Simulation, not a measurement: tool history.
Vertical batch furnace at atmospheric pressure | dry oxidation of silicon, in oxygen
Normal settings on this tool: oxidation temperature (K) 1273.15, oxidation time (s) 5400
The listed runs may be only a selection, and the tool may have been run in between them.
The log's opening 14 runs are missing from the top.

run     day  oxidation temperature (K)  oxidation time (s)  read-back reference wafer on the same gauge, thickness  oxide thickness on the monitor wafer (angstrom)
 15  27.675                    1282.15                7020                                                   71.62                                            852.9
 16  29.925                    1273.15                5400                                                   71.49                                            667.4
 17  32.583                    1273.15                5400                                                   71.57                                            665.2
 18  34.912                    1273.15                5400                                                   71.47                                              667
 19  36.671                    1295.15                2700                                                   71.52                                            540.7
 20  39.262                    1261.15                3420                                                   71.52                                            467.2
     40.775  -- thermocouples replaced and temperature profile calibrated
 21  42.021                    1289.15                7770                                                   71.55                                            921.3
     42.546  -- gauge calibrated
 22  44.538                    1289.15                7770                                                   71.53                                            932.9
 23  46.446                    1273.15                5400                                                   71.48                                            644.2
 24  48.425                    1273.15                4410                                                    71.6                                              567
 25  50.138                    1286.15                6180                                                   71.55                                            779.8
 26  52.292                    1258.15                5400                                                   71.47                                            572.4
 27  57.746                    1291.15                5400                                                    71.5                                            755.8
     60.917  -- boat lift adjusted
 28  60.938                    1273.15                5400                                                   71.61                                            655.1
 29  63.342                    1290.15                7440                                                   71.56                                            925.4
 30  65.617                    1273.15                4530                                                   71.65                                            586.1

Run 31 is up next; what results do you expect?
 31  67.121                    1273.15                5400                                                       ?                                                ?

read-back reference wafer on the same gauge, thickness: 71.44
oxide thickness on the monitor wafer (angstrom): 649.6
Take away the tool's hidden state, keep the run-to-run variation as it was, and the same run would have given oxide thickness on the monitor wafer (angstrom) 633.3.
